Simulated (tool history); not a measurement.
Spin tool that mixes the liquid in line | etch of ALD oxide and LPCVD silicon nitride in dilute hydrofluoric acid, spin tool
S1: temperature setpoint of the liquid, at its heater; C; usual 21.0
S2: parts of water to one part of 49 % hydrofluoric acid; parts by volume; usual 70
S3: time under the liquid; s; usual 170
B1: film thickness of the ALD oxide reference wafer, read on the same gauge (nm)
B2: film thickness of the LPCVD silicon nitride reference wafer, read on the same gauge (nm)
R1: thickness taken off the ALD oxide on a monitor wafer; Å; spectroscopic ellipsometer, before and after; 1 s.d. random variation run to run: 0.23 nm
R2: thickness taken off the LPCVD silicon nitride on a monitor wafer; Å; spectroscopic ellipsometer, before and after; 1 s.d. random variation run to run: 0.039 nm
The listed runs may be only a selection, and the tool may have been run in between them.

run   hour    S1  S2   S3     B1       B2     R1     R2
  1    0.0  21.0  70  170  59.95  129.988  300.0  13.47
  2   50.2  21.0  70  170  59.99  130.010  301.6  13.24
  3   84.3  21.0  90  230  59.98  129.994  307.2  14.19
  4  119.2  21.0  90  230  59.98  130.009  313.4  13.53
  5  143.5  21.0  90  230  59.98  130.020  312.6  13.99
  6  196.3  21.0  70  170  59.99  129.988  300.8  13.20
  7  234.9  21.0  70  170  59.99  130.020  309.0  13.29
  8  275.8  21.0  70  170  59.98  130.000  306.7  13.22
  9  320.3  21.0  70  170  60.01  130.005  309.6  13.97
 10  387.5  18.5  85  120  59.99  130.004  157.3   6.72
     438.5  -- gauge calibrated
 11  453.4  21.0  90  230  60.02  129.989  321.2  14.94

Run 12 comes next. What will it give?
     498.4  -- thermometer replaced
 12  599.8  22.5  60  170   ?   ?   ?   ?

{"run 12": {"B1": 60.02, "B2": 129.977, "R1": 362.9, "R2": 14.35}}
The same run, on a tool lacking any hidden state, would have yielded R1 315.3 Å, R2 12.48 Å.
